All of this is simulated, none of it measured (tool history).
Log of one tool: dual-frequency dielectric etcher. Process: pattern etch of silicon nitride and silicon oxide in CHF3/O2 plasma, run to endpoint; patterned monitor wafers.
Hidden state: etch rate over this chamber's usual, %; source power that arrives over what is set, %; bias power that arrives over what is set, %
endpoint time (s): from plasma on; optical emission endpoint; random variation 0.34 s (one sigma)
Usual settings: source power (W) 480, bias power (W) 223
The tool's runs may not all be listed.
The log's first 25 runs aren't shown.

| run | hour | source power (W) | bias power (W) | wafers since the last listed run | hours since the last wet clean | hours since the last source power generator calibration | hours since the last bias power generator calibration | hours since the last upper electrode change | incoming incoming film thickness, nm | endpoint time (s) |
|---|---|---|---|---|---|---|---|---|---|---|
| 26 | 326.7 | 450 | 174 | 132 | 33.5 | 188.5 | 37 | 266.2 | 182.4 | 123.4 |
| 27 | 341.7 | 380 | 274 | 120 | 48.5 | 203.5 | 52 | 281.2 | 184.6 | 112.4 |
| 28 | 354.9 | 480 | 263 | 105 | 61.7 | 216.7 | 65.2 | 294.4 | 183.4 | 106.2 |
| 29 | 368.3 | 480 | 203 | 107 | 75.1 | 230.1 | 78.6 | 307.8 | 185.4 | 117.6 |
| 30 | 376 | 380 | 223 | 61 | 82.8 | 237.8 | 86.3 | 315.5 | 184.3 | 120.2 |
| 31 | 390.4 | 390 | 245 | 115 | 97.2 | 252.2 | 100.7 | 329.9 | 183.9 | 116 |
| 32 | 406.2 | 590 | 246 | 126 | 113 | 268 | 116.5 | 345.7 | 184.8 | 104.3 |
| 33 | 423 | 480 | 200 | 134 | 129.8 | 284.8 | 133.3 | 362.5 | 181.9 | 115.6 |
| 34 | 435.6 | 590 | 223 | 100 | 142.4 | 297.4 | 145.9 | 375.1 | 184.2 | 106.9 |
| 35 | 449.6 | 480 | 223 | 112 | 156.4 | 311.4 | 159.9 | 389.1 | 183 | 112.7 |

Forecast each of these 4 alternatives for the next run:
| A | 450.1 | 480 | 223 | 4 | 156.9 | 311.9 | 160.4 | 389.6 | 183 | ? |
| B | 450.1 | 420 | 270 | 4 | 156.9 | 311.9 | 160.4 | 389.6 | 183 | ? |
| C | 450.1 | 560 | 169 | 4 | 156.9 | 311.9 | 160.4 | 389.6 | 183 | ? |
| D | 450.1 | 370 | 252 | 4 | 156.9 | 311.9 | 160.4 | 389.6 | 183 | ? |

| run | endpoint time (s) |
|---|---|
| A | 112.9 |
| B | 109.9 |
| C | 117.9 |
| D | 116.3 |
Without the tool's hidden state the same runs would have given:
| run | endpoint time (s) |
|---|---|
| A | 112.5 |
| B | 109.4 |
| C | 117.4 |
| D | 115.8 |
